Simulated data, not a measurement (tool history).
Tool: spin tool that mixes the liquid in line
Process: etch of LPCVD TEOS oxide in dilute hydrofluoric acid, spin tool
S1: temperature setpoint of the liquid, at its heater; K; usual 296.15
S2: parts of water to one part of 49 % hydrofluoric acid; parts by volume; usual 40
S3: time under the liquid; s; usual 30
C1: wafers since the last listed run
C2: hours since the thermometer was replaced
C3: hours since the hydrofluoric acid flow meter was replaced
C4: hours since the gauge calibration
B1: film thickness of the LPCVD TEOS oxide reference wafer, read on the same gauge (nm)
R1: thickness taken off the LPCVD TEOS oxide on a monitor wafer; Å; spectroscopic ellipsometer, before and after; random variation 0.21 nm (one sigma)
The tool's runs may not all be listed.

run,hour,S1,S2,S3,C1,C2,C3,C4,B1,R1
1,0,296.15,40,30,0,249.9,278.6,520.6,99.98,218.3
2,19.1,296.15,40,30,207,269,297.7,539.7,100.02,212.1
3,49.4,296.15,40,25,329,299.3,328,570,100,177.6
4,82.7,296.15,50,30,361,332.6,361.3,603.3,99.98,168.9
5,98.6,296.15,50,30,172,348.5,377.2,619.2,99.99,171.4
6,110.8,296.15,40,30,132,360.7,389.4,631.4,100.01,214.2
7,134.5,296.15,40,30,257,384.4,413.1,655.1,99.99,216.1
# hour 154.8: hydrofluoric acid flow meter replaced
8,165.6,296.15,40,30,326,415.5,10.8,686.2,100.01,223.5
9,180.8,296.15,45,30,165,430.7,26,701.4,99.99,199.5
10,207.6,296.15,45,30,291,457.5,52.8,728.2,99.99,200.2
11,221,296.15,40,30,145,470.9,66.2,741.6,100,226.7
12,240.7,296.15,40,30,213,490.6,85.9,761.3,100.01,225.6
13,275.7,296.15,40,30,380,525.6,120.9,796.3,100.02,222.3
# hour 277.6: gauge calibrated
14,306.2,296.15,40,30,331,556.1,151.4,28.6,100.02,224.8
15,329.9,296.15,25,45,257,579.8,175.1,52.3,99.98,562.4
16,344.3,292.15,40,20,156,594.2,189.5,66.7,99.98,125.1
17,364.3,297.65,40,15,217,614.2,209.5,86.7,100.01,119.8
18,381.7,293.65,30,20,189,631.6,226.9,104.1,100.01,181.9
19,412.1,293.15,25,15,330,662,257.3,134.5,100.04,165.9
20,437.9,292.15,50,25,280,687.8,283.1,160.3,100.02,126.2
21,454,301.15,20,15,174,703.9,299.2,176.4,99.99,281.2
22,488.1,297.65,50,35,370,738,333.3,210.5,100.02,222.9
23,507.6,298.15,45,20,211,757.5,352.8,230,99.99,145.4
24,521.2,298.65,50,40,147,771.1,366.4,243.6,99.97,259.1
25,541.8,296.15,30,25,223,791.7,387,264.2,100,255
# hour 580.3: thermometer replaced
26,620.2,296.15,40,30,840,39.9,465.4,342.6,100,202.6
# hour 649.6: hydrofluoric acid flow meter replaced
27,653.9,296.15,60,25,355,73.6,4.3,376.3,99.98,117.2
28,677.9,294.15,30,15,260,97.6,28.3,400.3,99.99,135

Forecast run 29:
29,700,300.65,40,30,240,119.7,50.4,422.4,?,?

{"run 29": {"B1": 100.01, "R1": 262.4}}
Without the tool's hidden state the same run would have given R1 259 Å.

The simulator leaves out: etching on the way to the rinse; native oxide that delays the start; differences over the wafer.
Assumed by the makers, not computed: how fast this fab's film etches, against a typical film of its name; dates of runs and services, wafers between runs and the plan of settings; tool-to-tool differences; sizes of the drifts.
